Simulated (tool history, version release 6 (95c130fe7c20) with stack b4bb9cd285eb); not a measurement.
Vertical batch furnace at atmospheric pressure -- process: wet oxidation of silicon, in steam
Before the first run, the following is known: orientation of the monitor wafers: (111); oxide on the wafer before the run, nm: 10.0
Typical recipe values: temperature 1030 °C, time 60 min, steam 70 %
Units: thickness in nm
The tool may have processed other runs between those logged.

run	hour	temperature	time	steam	read-back reference wafer on the same gauge, thickness	thickness
1	0	1030	60	74	448.87	436.72
# hour 36.3: gauge calibrated
2	62.3	1046	60	70	448.88	456.59
3	169.5	1046	60	70	448.87	455.83
4	231.1	1030	60	70	448.67	424.79
5	287.1	1030	60	70	448.88	426.07
6	312.6	1030	60	70	448.98	423.89
7	377.7	1030	60	70	448.77	424.17
8	423	1030	60	70	449.2	423.74
9	482.9	1030	60	73	448.92	434.88
10	549.4	1030	60	70	448.97	423.35
11	582.4	1030	36.5	78	449.12	336.41
12	640.7	1030	36.5	78	449	337.98
13	685.2	1030	36.5	78	448.96	338.69
14	746.7	1030	60	70	449.24	425.92
15	812.5	1030	60	70	449.23	426.58
# hour 877: steam generator serviced
16	877.5	1030	46	70	449.12	364.2
17	920.3	1054	60	70	448.76	474.19
18	967	1030	60	80	449.09	459.69
19	1008.5	1006	87.5	82	449.14	519.02
20	1046	1013	42.5	78	449.31	339.38
# hour 1073.6: thermocouples replaced and temperature profile calibrated
21	1109	1030	60	70	449.48	421.54
22	1152.5	1045	78.5	61	448.99	486.62
23	1221.2	1030	60	76	449.38	443.08
# hour 1248.8: gauge calibrated
24	1284.4	1030	60	70	448.95	421.29
25	1354.7	1030	60	70	448.91	423.77
26	1410.4	1030	60	59	449	382.06
27	1454.7	1030	60	70	449.21	424.15
28	1524.3	1013	60	70	449.41	386.09
29	1581.4	1030	60	70	449.04	421.48

Run 30 comes next. What will it give?
30	1631.9	1030	60	64	?	?

{"run 30": {"read-back reference wafer on the same gauge, thickness": 449.05, "thickness": 402.64}}
Without the tool's hidden state the same run would have given thickness 398.38 nm.

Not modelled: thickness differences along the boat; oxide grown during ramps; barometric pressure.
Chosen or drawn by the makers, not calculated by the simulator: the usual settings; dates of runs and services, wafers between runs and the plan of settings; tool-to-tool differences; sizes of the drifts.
